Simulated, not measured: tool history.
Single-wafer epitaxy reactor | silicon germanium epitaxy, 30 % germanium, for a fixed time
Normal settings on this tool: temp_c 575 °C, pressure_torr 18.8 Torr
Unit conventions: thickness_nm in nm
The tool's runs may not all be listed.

run	day	temp_c	pressure_torr	wafers since the last listed run	hours since the last pyrometer calibration	hours since the last manometer calibration	hours since the showerhead was replaced	hours since the gauge calibration	read-back reference wafer on the same gauge, thickness_nm	thickness_nm
1	0.000	575	18.8	0	1028.2	49.2	2602.2	992.8	38.113	34.953
2	4.475	575	18.8	1845	1135.6	156.6	2709.6	1100.2	38.092	34.650
3	6.321	575	18.8	761	1179.9	200.9	2753.9	1144.5	38.117	34.654
4	8.683	575	18.8	974	1236.6	257.6	2810.6	1201.2	38.081	34.625
5	12.971	575	15.5	1768	1339.5	360.5	2913.5	1304.1	38.108	32.629
6	16.171	575	15.5	1319	1416.3	437.3	2990.3	1380.9	38.099	32.794
7	18.329	579	18.8	890	1468.1	489.1	3042.1	1432.7	38.162	37.154
8	22.292	575	18.8	1634	1563.2	584.2	3137.2	1527.8	38.081	34.554
9	26.512	575	18.8	1740	1664.5	685.5	3238.5	1629.1	38.093	34.684
10	30.004	581	18.8	1439	1748.3	769.3	3322.3	1712.9	38.098	38.332
11	31.662	581	18.8	683	1788.1	809.1	3362.1	1752.7	38.077	38.102
12	34.138	575	18.8	1020	1847.5	868.5	3421.5	1812.1	38.060	34.561
13	37.038	570	15.8	1195	1917.1	938.1	3491.1	1881.7	38.101	30.026
14	39.100	570	22.3	850	1966.6	987.6	3540.6	1931.2	38.076	33.419
# day 39.646: capacitance manometer re-zeroed and calibrated
15	41.333	563	16.5	783	2020.2	40.5	3594.2	1984.8	38.121	26.770
# day 42.954: gauge calibrated
# day 43.908: showerhead replaced
16	45.504	589	16.2	1582	2120.3	140.6	38.3	61.2	38.100	41.696
# day 49.212: pyrometer calibrated
17	49.658	563	16.5	1575	10.7	240.3	138.0	160.9	38.087	27.936
18	51.717	586	20.3	848	60.1	289.7	187.4	210.3	38.107	44.199
19	61.908	575	18.8	4202	304.7	534.3	432.0	454.9	38.102	35.423
20	65.492	564	17.0	1477	390.7	620.3	518.0	540.9	38.118	28.121
21	68.088	575	18.8	1070	453.0	682.6	580.3	603.2	38.080	35.211
22	70.638	566	20.4	1051	514.2	743.8	641.5	664.4	38.108	30.933
23	73.588	582	23.4	1216	585.0	814.6	712.3	735.2	38.065	42.409

Give the tool's hidden conditions for every run:
true pressure above the setpoint (%): 0 in every run
gauge reads high (%): 0 in every run
H1: wafer temperature above the value expected at the setpoint (K)
run	H1
1	-1.91
2	-2
3	-2.03
4	-2.06
5	-2.12
6	-2.16
7	-2.18
8	-2.22
9	-2.26
10	-2.28
11	-2.29
12	-2.31
13	-2.33
14	-2.34
15	-2.35
16	-2.37
17	0.0938
18	-0.0765
19	-0.762
20	-0.951
21	-1.07
22	-1.19
23	-1.3

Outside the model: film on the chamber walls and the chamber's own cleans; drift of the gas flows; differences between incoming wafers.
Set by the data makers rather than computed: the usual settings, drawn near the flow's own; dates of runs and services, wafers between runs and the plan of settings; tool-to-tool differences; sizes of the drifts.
